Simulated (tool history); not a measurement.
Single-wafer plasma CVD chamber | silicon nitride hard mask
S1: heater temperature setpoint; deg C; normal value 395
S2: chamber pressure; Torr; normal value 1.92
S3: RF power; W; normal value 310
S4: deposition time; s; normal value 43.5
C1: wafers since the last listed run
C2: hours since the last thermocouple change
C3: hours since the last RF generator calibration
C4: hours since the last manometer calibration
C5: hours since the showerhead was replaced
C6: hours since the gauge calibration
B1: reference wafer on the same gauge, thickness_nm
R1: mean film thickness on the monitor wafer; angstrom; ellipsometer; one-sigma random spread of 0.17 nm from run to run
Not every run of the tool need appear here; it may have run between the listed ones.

{"run": 1, "hour": 0.0, "S1": 395, "S2": 1.92, "S3": 310, "S4": 43.5, "C1": 0, "C2": 1219.6, "C3": 1653, "C4": 836.3, "C5": 5136.3, "C6": 1259.4, "B1": 47.512, "R1": 490.49}
{"run": 2, "hour": 100.2, "S1": 395, "S2": 1.92, "S3": 310, "S4": 43.5, "C1": 2232, "C2": 1319.8, "C3": 1753.2, "C4": 936.5, "C5": 5236.5, "C6": 1359.6, "B1": 47.51, "R1": 485.17}
{"run": 3, "hour": 154.9, "S1": 395, "S2": 2.29, "S3": 310, "S4": 43.5, "C1": 1218, "C2": 1374.5, "C3": 1807.9, "C4": 991.2, "C5": 5291.2, "C6": 1414.3, "B1": 47.529, "R1": 505.85}
{"hour": 223.3, "done": "thermocouple changed; heater temperature recalibrated"}
{"run": 4, "hour": 224.8, "S1": 395, "S2": 1.92, "S3": 310, "S4": 43.5, "C1": 1379, "C2": 1.5, "C3": 1877.8, "C4": 1061.1, "C5": 5361.1, "C6": 1484.2, "B1": 47.467, "R1": 487.77}
{"run": 5, "hour": 296.3, "S1": 395, "S2": 1.92, "S3": 310, "S4": 43.5, "C1": 1592, "C2": 73, "C3": 1949.3, "C4": 1132.6, "C5": 5432.6, "C6": 1555.7, "B1": 47.518, "R1": 487.44}
{"run": 6, "hour": 364.0, "S1": 395, "S2": 1.92, "S3": 310, "S4": 43.5, "C1": 1508, "C2": 140.7, "C3": 2017, "C4": 1200.3, "C5": 5500.3, "C6": 1623.4, "B1": 47.517, "R1": 486.88}
{"hour": 375.0, "done": "capacitance manometer re-zeroed and calibrated"}
{"hour": 381.4, "done": "showerhead replaced, of another model than before"}
{"run": 7, "hour": 407.9, "S1": 387, "S2": 1.92, "S3": 310, "S4": 43.5, "C1": 657, "C2": 184.6, "C3": 2060.9, "C4": 32.9, "C5": 26.5, "C6": 1667.3, "B1": 47.501, "R1": 495.71}
{"run": 8, "hour": 463.8, "S1": 395, "S2": 1.92, "S3": 310, "S4": 43.5, "C1": 1245, "C2": 240.5, "C3": 2116.8, "C4": 88.8, "C5": 82.4, "C6": 1723.2, "B1": 47.551, "R1": 495.24}
{"run": 9, "hour": 534.9, "S1": 395, "S2": 1.92, "S3": 310, "S4": 43.5, "C1": 1584, "C2": 311.6, "C3": 2187.9, "C4": 159.9, "C5": 153.5, "C6": 1794.3, "B1": 47.489, "R1": 497.4}
{"run": 10, "hour": 596.2, "S1": 395, "S2": 1.92, "S3": 310, "S4": 38.9, "C1": 1365, "C2": 372.9, "C3": 2249.2, "C4": 221.2, "C5": 214.8, "C6": 1855.6, "B1": 47.514, "R1": 444.13}
{"run": 11, "hour": 623.2, "S1": 389, "S2": 1.92, "S3": 360, "S4": 43.5, "C1": 601, "C2": 399.9, "C3": 2276.2, "C4": 248.2, "C5": 241.8, "C6": 1882.6, "B1": 47.475, "R1": 524.95}
{"run": 12, "hour": 665.6, "S1": 395, "S2": 1.92, "S3": 335, "S4": 37.2, "C1": 944, "C2": 442.3, "C3": 2318.6, "C4": 290.6, "C5": 284.2, "C6": 1925, "B1": 47.488, "R1": 436.53}
{"run": 13, "hour": 690.9, "S1": 395, "S2": 1.92, "S3": 310, "S4": 47.6, "C1": 563, "C2": 467.6, "C3": 2343.9, "C4": 315.9, "C5": 309.5, "C6": 1950.3, "B1": 47.49, "R1": 540.76}
{"run": 14, "hour": 736.7, "S1": 395, "S2": 1.92, "S3": 310, "S4": 43.5, "C1": 1020, "C2": 513.4, "C3": 2389.7, "C4": 361.7, "C5": 355.3, "C6": 1996.1, "B1": 47.452, "R1": 496.43}
{"run": 15, "hour": 773.8, "S1": 409, "S2": 2.2, "S3": 280, "S4": 43.5, "C1": 826, "C2": 550.5, "C3": 2426.8, "C4": 398.8, "C5": 392.4, "C6": 2033.2, "B1": 47.537, "R1": 498.01}
{"run": 16, "hour": 815.6, "S1": 395, "S2": 1.71, "S3": 310, "S4": 43.5, "C1": 931, "C2": 592.3, "C3": 2468.6, "C4": 440.6, "C5": 434.2, "C6": 2075, "B1": 47.41, "R1": 470.33}
{"run": 17, "hour": 866.2, "S1": 395, "S2": 1.92, "S3": 310, "S4": 43.5, "C1": 1127, "C2": 642.9, "C3": 2519.2, "C4": 491.2, "C5": 484.8, "C6": 2125.6, "B1": 47.43, "R1": 494.98}
{"run": 18, "hour": 937.5, "S1": 395, "S2": 1.92, "S3": 340, "S4": 43.5, "C1": 1588, "C2": 714.2, "C3": 2590.5, "C4": 562.5, "C5": 556.1, "C6": 2196.9, "B1": 47.476, "R1": 511.02}
{"hour": 985.7, "done": "gauge calibrated"}
{"run": 19, "hour": 986.3, "S1": 386, "S2": 1.64, "S3": 250, "S4": 40, "C1": 1087, "C2": 763, "C3": 2639.3, "C4": 611.3, "C5": 604.9, "C6": 0.6, "B1": 47.492, "R1": 394.63}
{"run": 20, "hour": 1039.3, "S1": 406, "S2": 1.57, "S3": 310, "S4": 43.5, "C1": 1180, "C2": 816, "C3": 2692.3, "C4": 664.3, "C5": 657.9, "C6": 53.6, "B1": 47.521, "R1": 450.01}
{"run": 21, "hour": 1090.0, "S1": 386, "S2": 1.64, "S3": 250, "S4": 40, "C1": 1129, "C2": 866.7, "C3": 2743, "C4": 715, "C5": 708.6, "C6": 104.3, "B1": 47.568, "R1": 394.8}
{"hour": 1099.2, "done": "RF generator calibrated"}
{"run": 22, "hour": 1131.1, "S1": 395, "S2": 1.92, "S3": 310, "S4": 43.5, "C1": 737, "C2": 907.8, "C3": 31.9, "C4": 756.1, "C5": 749.7, "C6": 145.4, "B1": 47.531, "R1": 509.43}

Estimate the outcome of run 23 from the log above:
{"run": 23, "hour": 1201.3, "S1": 380, "S2": 1.92, "S3": 310, "S4": 35.8, "C1": 1563, "C2": 978, "C3": 102.1, "C4": 826.3, "C5": 819.9, "C6": 215.6, "B1": "?", "R1": "?"}

{"run 23": {"B1": 47.434, "R1": 420.89}}
Without the tool's hidden state the same run would have given R1 422.9 angstrom.
